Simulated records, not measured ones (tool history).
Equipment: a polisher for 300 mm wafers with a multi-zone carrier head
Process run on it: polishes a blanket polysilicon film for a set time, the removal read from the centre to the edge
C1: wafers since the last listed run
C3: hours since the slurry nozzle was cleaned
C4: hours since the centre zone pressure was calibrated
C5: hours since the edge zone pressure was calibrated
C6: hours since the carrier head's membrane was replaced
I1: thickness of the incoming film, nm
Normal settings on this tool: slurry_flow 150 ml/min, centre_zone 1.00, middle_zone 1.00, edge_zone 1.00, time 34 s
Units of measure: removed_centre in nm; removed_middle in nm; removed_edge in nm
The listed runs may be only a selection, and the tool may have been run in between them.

Run 1, hour 0.0: usual settings; C1 0; wafers polished on this pad 1095; C3 665.2; C4 1120.4; C5 124.5; C6 445.4; I1 1137.8. Result: removed_centre 465.0 nm, removed_middle 398.8 nm, removed_edge 393.3 nm.
Run 2, hour 9.8: usual settings; C1 77; wafers polished on this pad 1173; C3 675.0; C4 1130.2; C5 134.3; C6 455.2; I1 1159.1. Result: removed_centre 457.6 nm, removed_middle 395.2 nm, removed_edge 390.1 nm.
At hour 15.1: worn pad replaced by a new one.
Run 3, hour 24.2: usual settings; C1 82; wafers polished on this pad 72; C3 689.4; C4 1144.6; C5 148.7; C6 469.6; I1 1123.1. Result: removed_centre 506.1 nm, removed_middle 437.7 nm, removed_edge 431.2 nm.
Run 4, hour 30.5: usual settings; C1 49; wafers polished on this pad 122; C3 695.7; C4 1150.9; C5 155.0; C6 475.9; I1 1145.7. Result: removed_centre 503.1 nm, removed_middle 434.0 nm, removed_edge 431.6 nm.
Run 5, hour 37.4: usual settings; C1 54; wafers polished on this pad 176; C3 702.6; C4 1157.8; C5 161.9; C6 482.8; I1 1150.1. Result: removed_centre 507.7 nm, removed_middle 429.8 nm, removed_edge 428.1 nm.
Run 6, hour 46.9: usual settings; C1 75; wafers polished on this pad 252; C3 712.1; C4 1167.3; C5 171.4; C6 492.3; I1 1139.6. Result: removed_centre 503.6 nm, removed_middle 433.2 nm, removed_edge 426.9 nm.
Run 7, hour 54.0: usual settings but time 28 s; C1 56; wafers polished on this pad 308; C3 719.2; C4 1174.4; C5 178.5; C6 499.4; I1 1119.3. Result: removed_centre 415.2 nm, removed_middle 355.9 nm, removed_edge 351.6 nm.
Run 8, hour 61.6: usual settings but time 28 s; C1 60; wafers polished on this pad 368; C3 726.8; C4 1182.0; C5 186.1; C6 507.0; I1 1142.2. Result: removed_centre 415.2 nm, removed_middle 352.1 nm, removed_edge 349.7 nm.
Run 9, hour 74.0: usual settings; C1 98; wafers polished on this pad 466; C3 739.2; C4 1194.4; C5 198.5; C6 519.4; I1 1151.0. Result: removed_centre 494.6 nm, removed_middle 426.1 nm, removed_edge 426.7 nm.
At hour 83.3: slurry nozzle cleaned.
At hour 87.7: carrier head's membrane replaced by a new one.
Run 10, hour 88.7: usual settings but slurry_flow 195 ml/min, middle_zone 1.10; C1 73; wafers polished on this pad 540; C3 5.4; C4 1209.1; C5 213.2; C6 1.0; I1 1147.5. Result: removed_centre 519.3 nm, removed_middle 470.4 nm, removed_edge 428.7 nm.
Run 11, hour 103.6: usual settings; C1 118; wafers polished on this pad 658; C3 20.3; C4 1224.0; C5 228.1; C6 15.9; I1 1135.0. Result: removed_centre 493.5 nm, removed_middle 419.2 nm, removed_edge 415.5 nm.
At hour 116.9: centre zone pressure recalibrated.
Run 12, hour 117.4: usual settings but centre_zone 1.10, middle_zone 0.92, edge_zone 0.97; C1 93; wafers polished on this pad 752; C3 34.1; C4 0.5; C5 241.9; C6 29.7; I1 1143.9. Result: removed_centre 462.4 nm, removed_middle 390.8 nm, removed_edge 401.6 nm.
Run 13, hour 128.4: usual settings but slurry_flow 135 ml/min, centre_zone 1.04, time 24 s; C1 87; wafers polished on this pad 839; C3 45.1; C4 11.5; C5 252.9; C6 40.7; I1 1120.2. Result: removed_centre 296.5 nm, removed_middle 282.5 nm, removed_edge 280.5 nm.
Run 14, hour 143.9: usual settings; C1 122; wafers polished on this pad 962; C3 60.6; C4 27.0; C5 268.4; C6 56.2; I1 1152.9. Result: removed_centre 405.7 nm, removed_middle 402.1 nm, removed_edge 395.9 nm.
At hour 154.9: edge zone pressure recalibrated.
Run 15, hour 157.4: usual settings but centre_zone 1.07; C1 91; wafers polished on this pad 1053; C3 74.1; C4 40.5; C5 2.5; C6 69.7; I1 1140.1. Result: removed_centre 431.0 nm, removed_middle 388.7 nm, removed_edge 390.7 nm.
At hour 169.7: worn pad replaced by a new one.
Run 16, hour 170.8: usual settings but middle_zone 1.07, edge_zone 1.10, time 42 s; C1 74; wafers polished on this pad 8; C3 87.5; C4 53.9; C5 15.9; C6 83.1; I1 1146.3. Result: removed_centre 559.5 nm, removed_middle 575.9 nm, removed_edge 563.5 nm.

For run 17, what comes out?
Run 17, hour 187.7: usual settings but centre_zone 0.95, middle_zone 0.97, edge_zone 0.91; C1 133; wafers polished on this pad 142; C3 104.4; C4 70.8; C5 32.8; C6 100.0; I1 1157.2. Result: removed_centre ?, removed_middle ?, removed_edge ?.

{"run 17": {"removed_centre": 427.1, "removed_middle": 431.6, "removed_edge": 415.5}}
Minus the tool's unlogged condition, the same run would have read removed_centre 421.4 nm, removed_middle 433.9 nm, removed_edge 417.6 nm.
